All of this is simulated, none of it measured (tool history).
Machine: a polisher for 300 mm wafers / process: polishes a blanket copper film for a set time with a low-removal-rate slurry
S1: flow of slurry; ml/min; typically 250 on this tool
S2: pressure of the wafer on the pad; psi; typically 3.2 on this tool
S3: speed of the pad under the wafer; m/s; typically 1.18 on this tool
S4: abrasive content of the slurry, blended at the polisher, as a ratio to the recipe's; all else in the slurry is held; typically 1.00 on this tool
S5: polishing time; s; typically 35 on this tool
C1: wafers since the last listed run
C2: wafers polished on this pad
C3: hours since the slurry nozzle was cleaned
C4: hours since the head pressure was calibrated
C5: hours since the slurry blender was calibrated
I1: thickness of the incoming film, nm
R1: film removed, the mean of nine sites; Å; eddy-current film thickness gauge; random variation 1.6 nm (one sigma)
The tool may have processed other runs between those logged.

Run 1, day 0.000: usual settings; C1 0; C2 137; C3 19.9; C4 44.9; C5 269.2; I1 822.9. Result: R1 1079 Å.
Run 2, day 0.258: usual settings; C1 48; C2 186; C3 26.1; C4 51.1; C5 275.4; I1 814.7. Result: R1 1073 Å.
Run 3, day 0.562: usual settings but S2 2.5 psi, S3 1.30 m/s; C1 57; C2 244; C3 33.4; C4 58.4; C5 282.7; I1 827.3. Result: R1 955 Å.
Run 4, day 0.946: usual settings; C1 72; C2 316; C3 42.6; C4 67.6; C5 291.9; I1 833.0. Result: R1 1051 Å.
Run 5, day 1.383: usual settings but S3 1.06 m/s; C1 82; C2 399; C3 53.1; C4 78.1; C5 302.4; I1 837.1. Result: R1 957 Å.
Run 6, day 1.758: usual settings but S3 1.06 m/s; C1 70; C2 470; C3 62.1; C4 87.1; C5 311.4; I1 841.2. Result: R1 953 Å.
Run 7, day 2.371: usual settings but S2 3.4 psi, S4 1.15; C1 115; C2 586; C3 76.8; C4 101.8; C5 326.1; I1 815.2. Result: R1 1128 Å.
Run 8, day 2.700: usual settings but S1 280 ml/min, S4 0.90; C1 62; C2 648; C3 84.7; C4 109.7; C5 334.0; I1 830.4. Result: R1 1041 Å.
At day 3.271: worn pad replaced by a new one.
Run 9, day 3.292: usual settings; C1 80; C2 3; C3 98.9; C4 123.9; C5 348.2; I1 845.6. Result: R1 1123 Å.
Run 10, day 3.512: usual settings but S5 40 s; C1 41; C2 45; C3 104.2; C4 129.2; C5 353.5; I1 843.2. Result: R1 1207 Å.
Run 11, day 4.129: usual settings but S1 320 ml/min, S2 2.3 psi, S4 0.90; C1 116; C2 161; C3 119.0; C4 144.0; C5 368.3; I1 815.3. Result: R1 822 Å.
Run 12, day 4.621: usual settings but S1 185 ml/min; C1 92; C2 254; C3 130.8; C4 155.8; C5 380.1; I1 825.8. Result: R1 1006 Å.
Run 13, day 5.054: usual settings but S1 275 ml/min, S3 1.58 m/s, S5 24 s; C1 81; C2 336; C3 141.2; C4 166.2; C5 390.5; I1 835.8. Result: R1 991 Å.
Run 14, day 5.342: usual settings but S1 175 ml/min, S2 2.5 psi, S3 1.48 m/s, S5 38 s; C1 54; C2 391; C3 148.1; C4 173.1; C5 397.4; I1 831.4. Result: R1 1086 Å.
At day 5.783: slurry blender recalibrated.
Run 15, day 6.008: usual settings; C1 110; C2 501; C3 164.1; C4 189.1; C5 5.4; I1 829.9. Result: R1 1053 Å.
Run 16, day 6.529: usual settings but S4 1.10; C1 98; C2 599; C3 176.6; C4 201.6; C5 17.9; I1 840.1. Result: R1 1086 Å.
Run 17, day 7.025: usual settings but S3 0.78 m/s; C1 93; C2 693; C3 188.5; C4 213.5; C5 29.8; I1 829.3. Result: R1 689 Å.
Run 18, day 7.675: usual settings but S1 170 ml/min, S5 30 s; C1 122; C2 816; C3 204.1; C4 229.1; C5 45.4; I1 811.3. Result: R1 840 Å.
At day 8.396: worn pad replaced by a new one.
Run 19, day 8.417: usual settings but S3 1.52 m/s, S4 0.75, S5 47 s; C1 108; C2 3; C3 221.9; C4 246.9; C5 63.2; I1 825.3. Result: R1 1825 Å.
Run 20, day 8.700: usual settings but S3 1.50 m/s, S5 31 s; C1 53; C2 57; C3 228.7; C4 253.7; C5 70.0; I1 817.0. Result: R1 1248 Å.
Run 21, day 9.329: usual settings but S2 3.6 psi; C1 118; C2 176; C3 243.8; C4 268.8; C5 85.1; I1 816.5. Result: R1 1189 Å.
Run 22, day 9.650: usual settings; C1 60; C2 236; C3 251.5; C4 276.5; C5 92.8; I1 840.9. Result: R1 1086 Å.
Run 23, day 10.167: usual settings but S1 335 ml/min, S3 0.82 m/s, S4 1.15, S5 43 s; C1 97; C2 334; C3 263.9; C4 288.9; C5 105.2; I1 816.0. Result: R1 982 Å.
Run 24, day 10.467: usual settings but S4 1.10; C1 56; C2 391; C3 271.1; C4 296.1; C5 112.4; I1 823.5. Result: R1 1071 Å.
Run 25, day 11.017: usual settings but S3 0.92 m/s, S5 44 s; C1 103; C2 495; C3 284.3; C4 309.3; C5 125.6; I1 830.4. Result: R1 1011 Å.
Run 26, day 11.654: usual settings but S1 170 ml/min, S2 2.9 psi, S3 0.84 m/s; C1 120; C2 615; C3 299.6; C4 324.6; C5 140.9; I1 830.1. Result: R1 660 Å.
Run 27, day 12.038: usual settings but S5 32 s; C1 72; C2 688; C3 308.8; C4 333.8; C5 150.1; I1 824.0. Result: R1 928 Å.
Run 28, day 12.362: usual settings but S1 175 ml/min, S2 2.5 psi, S4 1.20; C1 61; C2 749; C3 316.6; C4 341.6; C5 157.9; I1 835.9. Result: R1 791 Å.
Run 29, day 12.833: usual settings; C1 89; C2 838; C3 327.9; C4 352.9; C5 169.2; I1 826.7. Result: R1 1025 Å.
At day 13.175: worn pad replaced by a new one.
Run 30, day 13.196: usual settings but S4 1.10, S5 27 s; C1 37; C2 3; C3 336.6; C4 361.6; C5 177.9; I1 836.9. Result: R1 852 Å.

Hidden state at the last listed run before each entry between runs and at the first one after, where it differs:
From run 8 to run 9: worn pad replaced by a new one (day 3.271)
  removal rate lost through wear of the pad, %: 4.91 -> 0.637
  what was measured, less what the result would be without the hidden state, R1: -54 -> -7 Å
From run 14 to run 15: slurry blender recalibrated (day 5.783)
  removal rate lost through wear of the pad, %: 3.36 -> 4.25
  what was measured, less what the result would be without the hidden state, R1: -38 -> -47 Å
From run 18 to run 19: worn pad replaced by a new one (day 8.396)
  removal rate lost through wear of the pad, %: 6.47 -> 0.569
  what was measured, less what the result would be without the hidden state, R1: -58 -> -10 Å
From run 29 to run 30: worn pad replaced by a new one (day 13.175)
  removal rate lost through wear of the pad, %: 6.45 -> 0.167
  what was measured, less what the result would be without the hidden state, R1: -71 -> -1 Å
